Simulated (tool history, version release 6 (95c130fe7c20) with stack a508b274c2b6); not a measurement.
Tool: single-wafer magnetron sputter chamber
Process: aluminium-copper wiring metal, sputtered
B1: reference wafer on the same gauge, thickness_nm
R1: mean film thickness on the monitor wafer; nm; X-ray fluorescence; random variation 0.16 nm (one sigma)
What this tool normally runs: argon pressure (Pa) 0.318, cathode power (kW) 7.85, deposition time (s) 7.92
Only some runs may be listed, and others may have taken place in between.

{"run": 1, "hour": 0.0, "argon pressure (Pa)": 0.318, "cathode power (kW)": 7.85, "deposition time (s)": 6.67, "B1": 122.985, "R1": 87.479}
{"run": 2, "hour": 14.8, "argon pressure (Pa)": 0.318, "cathode power (kW)": 7.85, "deposition time (s)": 6.67, "B1": 123.009, "R1": 87.121}
{"run": 3, "hour": 29.1, "argon pressure (Pa)": 0.318, "cathode power (kW)": 7.85, "deposition time (s)": 7.92, "B1": 122.978, "R1": 103.587}
{"run": 4, "hour": 61.1, "argon pressure (Pa)": 0.318, "cathode power (kW)": 7.85, "deposition time (s)": 7.92, "B1": 123.049, "R1": 103.164}
{"run": 5, "hour": 74.4, "argon pressure (Pa)": 0.318, "cathode power (kW)": 7.85, "deposition time (s)": 7.92, "B1": 122.969, "R1": 103.26}
{"run": 6, "hour": 83.4, "argon pressure (Pa)": 0.318, "cathode power (kW)": 7.85, "deposition time (s)": 7.92, "B1": 123.005, "R1": 102.876}
{"run": 7, "hour": 90.7, "argon pressure (Pa)": 0.318, "cathode power (kW)": 7.85, "deposition time (s)": 7.92, "B1": 122.972, "R1": 102.668}
{"run": 8, "hour": 104.2, "argon pressure (Pa)": 0.318, "cathode power (kW)": 7.85, "deposition time (s)": 7.92, "B1": 123.042, "R1": 102.983}
{"run": 9, "hour": 113.0, "argon pressure (Pa)": 0.318, "cathode power (kW)": 7.85, "deposition time (s)": 7.92, "B1": 122.997, "R1": 102.619}
{"hour": 125.1, "done": "gauge calibrated"}
{"run": 10, "hour": 125.2, "argon pressure (Pa)": 0.318, "cathode power (kW)": 7.85, "deposition time (s)": 7.92, "B1": 123.035, "R1": 102.682}
{"hour": 146.8, "done": "magnet pack replaced"}
{"run": 11, "hour": 147.3, "argon pressure (Pa)": 0.318, "cathode power (kW)": 7.85, "deposition time (s)": 7.92, "B1": 123.013, "R1": 102.852}
{"run": 12, "hour": 155.2, "argon pressure (Pa)": 0.318, "cathode power (kW)": 7.85, "deposition time (s)": 7.92, "B1": 122.955, "R1": 102.45}
{"run": 13, "hour": 169.3, "argon pressure (Pa)": 0.318, "cathode power (kW)": 7.85, "deposition time (s)": 7.92, "B1": 122.997, "R1": 102.437}
{"run": 14, "hour": 185.1, "argon pressure (Pa)": 0.318, "cathode power (kW)": 7.85, "deposition time (s)": 7.92, "B1": 122.987, "R1": 102.499}
{"run": 15, "hour": 195.5, "argon pressure (Pa)": 0.318, "cathode power (kW)": 7.85, "deposition time (s)": 7.92, "B1": 123.003, "R1": 102.253}
{"run": 16, "hour": 202.5, "argon pressure (Pa)": 0.318, "cathode power (kW)": 7.85, "deposition time (s)": 7.92, "B1": 122.987, "R1": 102.594}
{"run": 17, "hour": 210.2, "argon pressure (Pa)": 0.318, "cathode power (kW)": 6.9, "deposition time (s)": 9.05, "B1": 122.992, "R1": 104.392}
{"run": 18, "hour": 219.5, "argon pressure (Pa)": 0.286, "cathode power (kW)": 7.85, "deposition time (s)": 7.92, "B1": 123.023, "R1": 104.493}
{"hour": 241.4, "done": "capacitance manometer re-zeroed and calibrated"}
{"run": 19, "hour": 241.9, "argon pressure (Pa)": 0.228, "cathode power (kW)": 6.6, "deposition time (s)": 6.53, "B1": 123.015, "R1": 76.417}
{"run": 20, "hour": 242.9, "argon pressure (Pa)": 0.368, "cathode power (kW)": 8.85, "deposition time (s)": 7.22, "B1": 123.023, "R1": 100.986}
{"run": 21, "hour": 250.9, "argon pressure (Pa)": 0.401, "cathode power (kW)": 7.15, "deposition time (s)": 7.92, "B1": 122.991, "R1": 89.609}
{"run": 22, "hour": 264.3, "argon pressure (Pa)": 0.318, "cathode power (kW)": 6.45, "deposition time (s)": 8.96, "B1": 122.994, "R1": 97.458}
{"run": 23, "hour": 270.7, "argon pressure (Pa)": 0.318, "cathode power (kW)": 7.85, "deposition time (s)": 9.5, "B1": 122.959, "R1": 122.965}
{"run": 24, "hour": 284.4, "argon pressure (Pa)": 0.318, "cathode power (kW)": 7.85, "deposition time (s)": 7.92, "B1": 122.954, "R1": 102.225}
{"run": 25, "hour": 293.0, "argon pressure (Pa)": 0.318, "cathode power (kW)": 6.9, "deposition time (s)": 9.05, "B1": 122.996, "R1": 104.285}
{"run": 26, "hour": 304.2, "argon pressure (Pa)": 0.239, "cathode power (kW)": 8.55, "deposition time (s)": 7.92, "B1": 123.037, "R1": 116.297}
{"hour": 314.9, "done": "sputter target and shields replaced"}
{"run": 27, "hour": 321.3, "argon pressure (Pa)": 0.318, "cathode power (kW)": 7.85, "deposition time (s)": 7.92, "B1": 123.003, "R1": 104.018}
{"run": 28, "hour": 328.2, "argon pressure (Pa)": 0.357, "cathode power (kW)": 9.5, "deposition time (s)": 6.76, "B1": 123.012, "R1": 103.249}
{"run": 29, "hour": 338.1, "argon pressure (Pa)": 0.318, "cathode power (kW)": 7.85, "deposition time (s)": 7.92, "B1": 122.978, "R1": 103.625}
{"run": 30, "hour": 349.5, "argon pressure (Pa)": 0.193, "cathode power (kW)": 9.55, "deposition time (s)": 7.92, "B1": 123.051, "R1": 133.345}
{"run": 31, "hour": 364.2, "argon pressure (Pa)": 0.271, "cathode power (kW)": 9.4, "deposition time (s)": 9.21, "B1": 122.994, "R1": 145.668}
{"run": 32, "hour": 379.1, "argon pressure (Pa)": 0.318, "cathode power (kW)": 7.85, "deposition time (s)": 7.92, "B1": 123.018, "R1": 103.368}
{"run": 33, "hour": 387.4, "argon pressure (Pa)": 0.318, "cathode power (kW)": 7.85, "deposition time (s)": 7.92, "B1": 122.98, "R1": 103.236}
{"run": 34, "hour": 395.2, "argon pressure (Pa)": 0.318, "cathode power (kW)": 7.85, "deposition time (s)": 7.92, "B1": 122.984, "R1": 103.099}
{"run": 35, "hour": 408.3, "argon pressure (Pa)": 0.208, "cathode power (kW)": 7.85, "deposition time (s)": 7.92, "B1": 123.038, "R1": 110.226}
{"run": 36, "hour": 415.7, "argon pressure (Pa)": 0.221, "cathode power (kW)": 7.1, "deposition time (s)": 7.92, "B1": 123.007, "R1": 99.966}

Same runs, no hidden state in the tool, same run-to-run variation:
The tool's hidden condition here consists of: deposition rate above that of a new target (%); true argon pressure above the setpoint (%); gauge reads high (%).
run=1 R1=88.403
run=2 R1=88.188
run=3 R1=105.004
run=4 R1=104.845
run=5 R1=105.032
run=6 R1=104.697
run=7 R1=104.528
run=8 R1=104.918
run=9 R1=104.588
run=10 R1=104.705
run=11 R1=104.959
run=12 R1=104.574
run=13 R1=104.602
run=14 R1=104.704
run=15 R1=104.476
run=16 R1=104.839
run=17 R1=106.691
run=18 R1=106.812
run=19 R1=78.138
run=20 R1=103.262
run=21 R1=91.638
run=22 R1=99.68
run=23 R1=125.777
run=24 R1=104.576
run=25 R1=106.691
run=26 R1=118.991
run=27 R1=104.754
run=28 R1=104.112
run=29 R1=104.667
run=30 R1=134.923
run=31 R1=147.69
run=32 R1=104.991
run=33 R1=104.951
run=34 R1=104.894
run=35 R1=112.279
run=36 R1=101.891

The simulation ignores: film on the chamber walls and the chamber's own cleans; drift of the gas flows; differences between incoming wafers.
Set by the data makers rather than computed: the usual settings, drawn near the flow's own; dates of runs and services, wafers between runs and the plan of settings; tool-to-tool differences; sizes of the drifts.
